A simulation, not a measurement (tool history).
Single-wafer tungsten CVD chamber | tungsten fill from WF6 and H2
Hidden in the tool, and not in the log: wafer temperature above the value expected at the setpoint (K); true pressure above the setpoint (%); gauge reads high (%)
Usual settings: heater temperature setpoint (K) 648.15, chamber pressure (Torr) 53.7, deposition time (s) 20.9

run,day,heater temperature setpoint (K),chamber pressure (Torr),deposition time (s),wafers since the last listed run,hours since the last thermocouple change,hours since the last manometer calibration,hours since the showerhead was replaced,hours since the gauge calibration,"read-back reference wafer on the same gauge, thickness_nm",mean film thickness on the monitor wafer (angstrom)
1,0,648.15,53.7,20.9,0,2605.8,1207,2720,423.3,37.677,387.38
2,2.525,641.15,62.1,20.9,1898,2666.4,1267.6,2780.6,483.9,37.718,341.4
3,3.883,641.15,62.1,20.9,1021,2699,1300.2,2813.2,516.5,37.704,342.99
4,5.821,641.15,62.1,20.9,1456,2745.5,1346.7,2859.7,563,37.697,344.32
5,8.304,648.15,53.7,20.9,1866,2805.1,1406.3,2919.3,622.6,37.704,387.83
6,10.925,648.15,53.7,20.9,1970,2868,1469.2,2982.2,685.5,37.677,387.1
7,13.133,648.15,53.7,20.9,1660,2921,1522.2,3035.2,738.5,37.7,388.77
8,15.538,648.15,53.7,20.9,1807,2978.7,1579.9,3092.9,796.2,37.711,385.42
# day 18.296: showerhead replaced
9,18.317,648.15,53.7,20.9,1838,3045.4,1646.6,0.5,862.9,37.739,387.5
# day 19.725: thermocouple changed; heater temperature recalibrated
10,20.317,648.15,53.7,20.9,1252,14.2,1694.6,48.5,910.9,37.697,428.21
# day 21.908: gauge calibrated
11,22.479,656.15,45.2,19.6,1625,66.1,1746.5,100.4,13.7,37.727,454.35
12,24.854,636.15,65.5,22.1,1785,123.1,1803.5,157.4,70.7,37.681,359.43
13,27.617,648.15,44.7,19.2,2076,189.4,1869.8,223.7,137,37.736,362.03

Forecast run 14:
14,28.962,637.15,49.2,20.9,1011,221.7,1902.1,256,169.3,?,?

{"run 14": {"read-back reference wafer on the same gauge, thickness_nm": 37.735, "mean film thickness on the monitor wafer (angstrom)": 312.38}}
Without the tool's hidden state the same run would have given mean film thickness on the monitor wafer (angstrom) 329.48.

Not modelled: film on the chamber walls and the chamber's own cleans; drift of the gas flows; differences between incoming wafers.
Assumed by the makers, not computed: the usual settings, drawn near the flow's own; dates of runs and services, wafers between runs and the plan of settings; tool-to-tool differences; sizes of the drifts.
